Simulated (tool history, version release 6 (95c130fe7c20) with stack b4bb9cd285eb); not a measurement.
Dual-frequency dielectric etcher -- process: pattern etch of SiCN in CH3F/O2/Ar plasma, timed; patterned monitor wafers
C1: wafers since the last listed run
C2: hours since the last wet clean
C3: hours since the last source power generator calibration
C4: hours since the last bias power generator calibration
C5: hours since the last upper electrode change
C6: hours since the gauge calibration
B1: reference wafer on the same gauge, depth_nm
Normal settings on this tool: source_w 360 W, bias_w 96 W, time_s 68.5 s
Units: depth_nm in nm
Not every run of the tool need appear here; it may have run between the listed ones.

Run 1, hour 0: usual settings but bias_w 113 W; C1 0; C2 355.3; C3 2147.5; C4 3486.5; C5 2070.7; C6 644.1; B1 31.71. Result: depth_nm 27.11 nm.
At hour 32.8: wet clean of the chamber.
Run 2, hour 62.3: usual settings but source_w 410 W; C1 334; C2 29.5; C3 2209.8; C4 3548.8; C5 2133; C6 706.4; B1 31.71. Result: depth_nm 27.3 nm.
Run 3, hour 133.8: usual settings but source_w 410 W; C1 625; C2 101; C3 2281.3; C4 3620.3; C5 2204.5; C6 777.9; B1 31.7. Result: depth_nm 27.37 nm.
Run 4, hour 177.7: usual settings; C1 383; C2 144.9; C3 2325.2; C4 3664.2; C5 2248.4; C6 821.8; B1 31.69. Result: depth_nm 26.2 nm.
Run 5, hour 217.5: usual settings; C1 348; C2 184.7; C3 2365; C4 3704; C5 2288.2; C6 861.6; B1 31.71. Result: depth_nm 26.19 nm.
Run 6, hour 288.1: usual settings; C1 617; C2 255.3; C3 2435.6; C4 3774.6; C5 2358.8; C6 932.2; B1 31.68. Result: depth_nm 26.17 nm.
Run 7, hour 326.2: usual settings; C1 333; C2 293.4; C3 2473.7; C4 3812.7; C5 2396.9; C6 970.3; B1 31.72. Result: depth_nm 26.15 nm.
Run 8, hour 356.6: usual settings; C1 265; C2 323.8; C3 2504.1; C4 3843.1; C5 2427.3; C6 1000.7; B1 31.68. Result: depth_nm 26.21 nm.
At hour 388.2: source power generator calibrated.
Run 9, hour 402.6: usual settings; C1 367; C2 369.8; C3 14.4; C4 3889.1; C5 2473.3; C6 1046.7; B1 31.7. Result: depth_nm 26.27 nm.
At hour 429.7: wet clean of the chamber.
Run 10, hour 438.9: usual settings; C1 107; C2 9.2; C3 50.7; C4 3925.4; C5 2509.6; C6 1083; B1 31.7. Result: depth_nm 26.37 nm.
Run 11, hour 479.5: usual settings but bias_w 103 W, time_s 55.5 s; C1 355; C2 49.8; C3 91.3; C4 3966; C5 2550.2; C6 1123.6; B1 31.7. Result: depth_nm 21.6 nm.
At hour 550.7: bias power generator calibrated.
Run 12, hour 574.6: usual settings but source_w 300 W, bias_w 117 W, time_s 83 s; C1 796; C2 144.9; C3 186.4; C4 23.9; C5 2645.3; C6 1218.7; B1 31.7. Result: depth_nm 31.52 nm.
Run 13, hour 624.6: usual settings but time_s 85.5 s; C1 437; C2 194.9; C3 236.4; C4 73.9; C5 2695.3; C6 1268.7; B1 31.69. Result: depth_nm 32.65 nm.
Run 14, hour 675.3: usual settings but source_w 320 W, bias_w 78 W; C1 443; C2 245.6; C3 287.1; C4 124.6; C5 2746; C6 1319.4; B1 31.69. Result: depth_nm 24.49 nm.
Run 15, hour 704.9: usual settings but source_w 300 W; C1 258; C2 275.2; C3 316.7; C4 154.2; C5 2775.6; C6 1349; B1 31.68. Result: depth_nm 24.89 nm.
At hour 767.9: upper electrode replaced.
Run 16, hour 768.4: usual settings but source_w 300 W, time_s 59 s; C1 345; C2 338.7; C3 380.2; C4 217.7; C5 0.5; C6 1412.5; B1 31.71. Result: depth_nm 21.45 nm.
Run 17, hour 816.2: usual settings; C1 418; C2 386.5; C3 428; C4 265.5; C5 48.3; C6 1460.3; B1 31.7. Result: depth_nm 26.08 nm.
At hour 836.1: gauge calibrated.
At hour 855.3: wet clean of the chamber.
Run 18, hour 1022: usual settings but source_w 290 W, time_s 51 s; C1 1589; C2 166.7; C3 633.8; C4 471.3; C5 254.1; C6 185.9; B1 31.7. Result: depth_nm 18.46 nm.
Run 19, hour 1061.9: usual settings but source_w 400 W, time_s 75.5 s; C1 348; C2 206.6; C3 673.7; C4 511.2; C5 294; C6 225.8; B1 31.69. Result: depth_nm 29.92 nm.
Run 20, hour 1165.5: usual settings but bias_w 86 W; C1 906; C2 310.2; C3 777.3; C4 614.8; C5 397.6; C6 329.4; B1 31.69. Result: depth_nm 25.56 nm.
Run 21, hour 1221.4: usual settings but source_w 430 W, bias_w 114 W, time_s 52.5 s; C1 488; C2 366.1; C3 833.2; C4 670.7; C5 453.5; C6 385.3; B1 31.69. Result: depth_nm 21.95 nm.
At hour 1259.7: wet clean of the chamber.
Run 22, hour 1282.3: usual settings; C1 322; C2 22.6; C3 894.1; C4 731.6; C5 514.4; C6 446.2; B1 31.7. Result: depth_nm 26.4 nm.
Run 23, hour 1322.4: usual settings but bias_w 81 W, time_s 62 s; C1 350; C2 62.7; C3 934.2; C4 771.7; C5 554.5; C6 486.3; B1 31.69. Result: depth_nm 23.15 nm.
Run 24, hour 1362.1: usual settings; C1 347; C2 102.4; C3 973.9; C4 811.4; C5 594.2; C6 526; B1 31.71. Result: depth_nm 26.43 nm.
Run 25, hour 1422.2: usual settings but source_w 300 W, bias_w 84 W, time_s 49.5 s; C1 525; C2 162.5; C3 1034; C4 871.5; C5 654.3; C6 586.1; B1 31.7. Result: depth_nm 17.6 nm.
Run 26, hour 1479.8: usual settings; C1 503; C2 220.1; C3 1091.6; C4 929.1; C5 711.9; C6 643.7; B1 31.72. Result: depth_nm 26.27 nm.
Run 27, hour 1506.5: usual settings but time_s 59 s; C1 233; C2 246.8; C3 1118.3; C4 955.8; C5 738.6; C6 670.4; B1 31.68. Result: depth_nm 22.56 nm.
Run 28, hour 1570.3: usual settings; C1 557; C2 310.6; C3 1182.1; C4 1019.6; C5 802.4; C6 734.2; B1 31.7. Result: depth_nm 26.19 nm.
Run 29, hour 1607: usual settings but time_s 50.5 s; C1 320; C2 347.3; C3 1218.8; C4 1056.3; C5 839.1; C6 770.9; B1 31.7. Result: depth_nm 19.26 nm.
At hour 1655.8: wet clean of the chamber.
Run 30, hour 1656.3: usual settings but time_s 60.5 s; C1 221; C2 0.5; C3 1268.1; C4 1105.6; C5 888.4; C6 820.2; B1 31.71. Result: depth_nm 23.29 nm.

Alternative continuations, all from the tool just after run 30; predict every row:
Run A, hour 1656.7: usual settings but bias_w 118 W; C1 3; C2 0.9; C3 1268.5; C4 1106; C5 888.8; C6 820.6; B1 ?. Result: depth_nm ?.
Run B, hour 1656.7: usual settings but source_w 400 W, bias_w 73 W, time_s 74.5 s; C1 3; C2 0.9; C3 1268.5; C4 1106; C5 888.8; C6 820.6; B1 ?. Result: depth_nm ?.
Run C, hour 1656.7: usual settings but source_w 440 W, bias_w 82 W, time_s 88.5 s; C1 3; C2 0.9; C3 1268.5; C4 1106; C5 888.8; C6 820.6; B1 ?. Result: depth_nm ?.

run    B1  depth_nm
  A  31.7      27.5
  B  31.7     28.06
  C  31.7     34.98
Without the tool's unlogged condition, the same runs would have read:
run  depth_nm
  A     27.63
  B     28.19
  C     35.15

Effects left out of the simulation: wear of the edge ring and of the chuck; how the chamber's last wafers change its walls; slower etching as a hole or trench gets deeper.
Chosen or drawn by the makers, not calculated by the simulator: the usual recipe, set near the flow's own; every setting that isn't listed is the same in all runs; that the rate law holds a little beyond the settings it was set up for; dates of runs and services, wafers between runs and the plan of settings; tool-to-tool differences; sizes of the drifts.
